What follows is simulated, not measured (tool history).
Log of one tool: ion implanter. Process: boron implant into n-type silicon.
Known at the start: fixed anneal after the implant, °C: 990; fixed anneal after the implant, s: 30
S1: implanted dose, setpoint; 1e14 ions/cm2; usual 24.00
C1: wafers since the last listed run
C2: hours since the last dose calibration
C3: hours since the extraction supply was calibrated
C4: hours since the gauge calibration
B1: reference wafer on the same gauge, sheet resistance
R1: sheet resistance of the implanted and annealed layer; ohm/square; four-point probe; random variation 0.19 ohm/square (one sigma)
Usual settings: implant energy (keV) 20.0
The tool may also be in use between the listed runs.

{"run": 1, "hour": 0.0, "S1": 24.0, "implant energy (keV)": 20.0, "C1": 0, "C2": 1634.9, "C3": 5810.1, "C4": 16.4, "B1": 82.79, "R1": 76.07}
{"run": 2, "hour": 97.4, "S1": 24.0, "implant energy (keV)": 20.0, "C1": 1604, "C2": 1732.3, "C3": 5907.5, "C4": 113.8, "B1": 82.62, "R1": 75.99}
{"run": 3, "hour": 175.0, "S1": 24.0, "implant energy (keV)": 20.0, "C1": 1278, "C2": 1809.9, "C3": 5985.1, "C4": 191.4, "B1": 82.68, "R1": 76.4}
{"run": 4, "hour": 317.4, "S1": 20.79, "implant energy (keV)": 15.0, "C1": 2346, "C2": 1952.3, "C3": 6127.5, "C4": 333.8, "B1": 82.71, "R1": 89.64}
{"run": 5, "hour": 392.1, "S1": 20.79, "implant energy (keV)": 15.0, "C1": 1230, "C2": 2027.0, "C3": 6202.2, "C4": 408.5, "B1": 82.65, "R1": 89.5}
{"hour": 402.5, "done": "Faraday cup replaced and dose calibrated"}
{"run": 6, "hour": 492.3, "S1": 20.79, "implant energy (keV)": 15.0, "C1": 1519, "C2": 89.8, "C3": 6302.4, "C4": 508.7, "B1": 82.72, "R1": 88.13}
{"run": 7, "hour": 575.7, "S1": 24.0, "implant energy (keV)": 17.0, "C1": 1374, "C2": 173.2, "C3": 6385.8, "C4": 592.1, "B1": 82.66, "R1": 79.84}
{"run": 8, "hour": 624.8, "S1": 24.0, "implant energy (keV)": 17.0, "C1": 808, "C2": 222.3, "C3": 6434.9, "C4": 641.2, "B1": 82.68, "R1": 79.83}
{"run": 9, "hour": 662.6, "S1": 24.0, "implant energy (keV)": 20.0, "C1": 622, "C2": 260.1, "C3": 6472.7, "C4": 679.0, "B1": 82.66, "R1": 75.3}
{"hour": 720.2, "done": "extraction supply calibrated"}
{"run": 10, "hour": 764.2, "S1": 18.4, "implant energy (keV)": 16.5, "C1": 1542, "C2": 361.7, "C3": 44.0, "C4": 780.6, "B1": 82.79, "R1": 89.72}
{"hour": 802.9, "done": "gauge calibrated"}
{"run": 11, "hour": 822.1, "S1": 24.0, "implant energy (keV)": 20.0, "C1": 953, "C2": 419.6, "C3": 101.9, "C4": 19.2, "B1": 82.71, "R1": 75.41}
{"run": 12, "hour": 879.2, "S1": 18.6, "implant energy (keV)": 25.0, "C1": 940, "C2": 476.7, "C3": 159.0, "C4": 76.3, "B1": 82.58, "R1": 80.66}
{"run": 13, "hour": 958.1, "S1": 28.05, "implant energy (keV)": 24.0, "C1": 1299, "C2": 555.6, "C3": 237.9, "C4": 155.2, "B1": 82.68, "R1": 65.99}
{"run": 14, "hour": 1050.5, "S1": 20.0, "implant energy (keV)": 15.0, "C1": 1522, "C2": 648.0, "C3": 330.3, "C4": 247.6, "B1": 82.7, "R1": 90.1}
{"run": 15, "hour": 1109.1, "S1": 19.39, "implant energy (keV)": 14.0, "C1": 965, "C2": 706.6, "C3": 388.9, "C4": 306.2, "B1": 82.67, "R1": 93.77}
{"run": 16, "hour": 1147.0, "S1": 21.16, "implant energy (keV)": 15.0, "C1": 624, "C2": 744.5, "C3": 426.8, "C4": 344.1, "B1": 82.7, "R1": 88.38}

The tool's hidden state at each run:
deviation of the true energy from its setpoint, %: 0 in every run
gauge reads high (%): 0 in every run
H1: deviation of the true dose from the Faraday cup's reading, %
run=1 H1=-4.88
run=2 H1=-4.93
run=3 H1=-4.97
run=4 H1=-5.02
run=5 H1=-5.05
run=6 H1=-0.452
run=7 H1=-1.03
run=8 H1=-1.34
run=9 H1=-1.56
run=10 H1=-2.08
run=11 H1=-2.35
run=12 H1=-2.58
run=13 H1=-2.88
run=14 H1=-3.17
run=15 H1=-3.34
run=16 H1=-3.44

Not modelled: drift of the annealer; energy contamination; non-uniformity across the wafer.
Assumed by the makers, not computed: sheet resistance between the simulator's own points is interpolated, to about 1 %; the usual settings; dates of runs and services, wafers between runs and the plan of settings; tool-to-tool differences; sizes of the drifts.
